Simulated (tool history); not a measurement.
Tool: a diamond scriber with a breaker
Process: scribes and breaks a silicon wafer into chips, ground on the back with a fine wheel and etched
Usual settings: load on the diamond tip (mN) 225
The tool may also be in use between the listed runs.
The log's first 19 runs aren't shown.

run	hour	load on the diamond tip (mN)	wafers since the last listed run	hours since the diamond tip was replaced	hours since the load on the tip was calibrated	incoming depth of the damage left on the back of the incoming wafer, um	depth of the median crack under the scribed line (um)	chips rejected at inspection after the break (%)
20	250.1	275	47	20.8	102.3	0.63	12.55	2.72
21	267.5	175	51	38.2	119.7	0.31	8.62	8.28
22	283.7	171	48	54.4	135.9	0.63	8.28	9.55
23	299.1	174	45	69.8	151.3	0.73	8.60	8.43
24	307.2	247	24	77.9	159.4	0.31	11.34	0.87
25	318.3	208	32	89.0	170.5	0.59	9.82	2.37
26	325.6	191	21	96.3	177.8	0.33	9.31	5.02
27	337.0	172	33	107.7	189.2	0.36	8.64	9.65
28	348.4	242	33	119.1	200.6	0.68	10.81	0.77
29	360.7	225	36	131.4	212.9	0.37	10.01	1.34
30	377.9	225	51	148.6	230.1	0.49	10.26	1.36
31	391.2	180	39	161.9	243.4	0.47	8.81	8.42
32	401.5	288	30	172.2	253.7	0.42	11.94	2.72

5 ways to go on from here, each from the tool as it stands after run 32. What would each give?
A	402.1	289	1	172.8	254.3	0.35	?	?
B	402.1	181	1	172.8	254.3	0.35	?	?
C	402.1	205	1	172.8	254.3	0.35	?	?
D	402.1	267	1	172.8	254.3	0.35	?	?
E	402.1	260	1	172.8	254.3	0.35	?	?

run	depth of the median crack under the scribed line (um)	chips rejected at inspection after the break (%)
A	12.06	2.65
B	8.69	8.15
C	9.49	3.46
D	11.41	1.22
E	11.21	0.96
Without the tool's hidden state the same runs would have given:
run	depth of the median crack under the scribed line (um)	chips rejected at inspection after the break (%)
A	12.87	5.53
B	9.27	4.47
C	10.13	1.44
D	12.18	3.02
E	11.96	2.38
